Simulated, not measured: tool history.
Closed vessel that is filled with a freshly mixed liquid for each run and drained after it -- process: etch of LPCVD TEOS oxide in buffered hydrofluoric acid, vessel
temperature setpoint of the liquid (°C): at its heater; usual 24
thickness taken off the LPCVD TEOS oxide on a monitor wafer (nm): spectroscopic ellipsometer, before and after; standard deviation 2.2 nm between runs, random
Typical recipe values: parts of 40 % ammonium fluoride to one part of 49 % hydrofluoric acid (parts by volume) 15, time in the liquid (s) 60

run	hour	temperature setpoint of the liquid (°C)	parts of 40 % ammonium fluoride to one part of 49 % hydrofluoric acid (parts by volume)	time in the liquid (s)	wafers since the last listed run	hours since the thermometer was replaced	hours since the hydrofluoric acid flow meter was replaced	hours since the gauge calibration	read-back film thickness of the LPCVD TEOS oxide reference wafer, read on the same gauge (nm)	thickness taken off the LPCVD TEOS oxide on a monitor wafer (nm)
1	0	24	15	60	0	1266.8	1106.5	582	89.98	208.6
2	101.4	24	15	60	9905	1368.2	1207.9	683.4	90	206.29
3	202	24	15	60	9827	1468.8	1308.5	784	90.02	205.16
4	281	21.5	15	60	7717	1547.8	1387.5	863	90	178.1
5	361.6	24	15	60	7873	1628.4	1468.1	943.6	90.01	206.97
6	426	24	15	60	6291	1692.8	1532.5	1008	90.01	203.22
7	487.2	24	15	60	5978	1754	1593.7	1069.2	90.01	205.86
8	548.2	24	15	60	5958	1815	1654.7	1130.2	90.01	201.81
9	617.1	24	15	60	6730	1883.9	1723.6	1199.1	90.01	202.15
10	675.6	24	15	60	5714	1942.4	1782.1	1257.6	90.01	205.02
# hour 687.7: hydrofluoric acid flow meter replaced
11	731.1	24	15	60	5323	1997.9	43.4	1313.1	90	201.54
12	825.1	28	15	60	9182	2091.9	137.4	1407.1	89.98	245.5
13	879.3	20.5	15	60	5294	2146.1	191.6	1461.3	90.02	166.05
# hour 879.9: gauge calibrated
14	932.2	24	13.5	60	5167	2199	244.5	52.3	90.01	221.48
# hour 946.1: thermometer replaced
15	1023.8	24	15	60	8850	77.7	336.1	143.9	90.01	227.85
16	1155.2	26	18.5	95	12836	209.1	467.5	275.3	90.02	325.3
17	1198.2	20.5	13	60	4200	252.1	510.5	318.3	90	214.65
18	1270.8	20.5	10.5	35	7092	324.7	583.1	390.9	89.99	157.05
19	1319.8	21	9.5	90	4786	373.7	632.1	439.9	90.01	431.11
20	1375	26	18	30	5392	428.9	687.3	495.1	90	105.92

Alternative continuations, all from the tool just after run 20; predict every row:
A	1375.7	24	12.5	60	68	429.6	688	495.8	?	?
B	1375.7	20	11	60	68	429.6	688	495.8	?	?
C	1375.7	21.5	13	75	68	429.6	688	495.8	?	?

run	read-back film thickness of the LPCVD TEOS oxide reference wafer, read on the same gauge (nm)	thickness taken off the LPCVD TEOS oxide on a monitor wafer (nm)
A	90	266.03
B	90	241.41
C	90	278.72
The same runs, with their run-to-run variation unchanged, on a tool lacking any hidden condition would have given:
run	thickness taken off the LPCVD TEOS oxide on a monitor wafer (nm)
A	275.35
B	250.1
C	288.66

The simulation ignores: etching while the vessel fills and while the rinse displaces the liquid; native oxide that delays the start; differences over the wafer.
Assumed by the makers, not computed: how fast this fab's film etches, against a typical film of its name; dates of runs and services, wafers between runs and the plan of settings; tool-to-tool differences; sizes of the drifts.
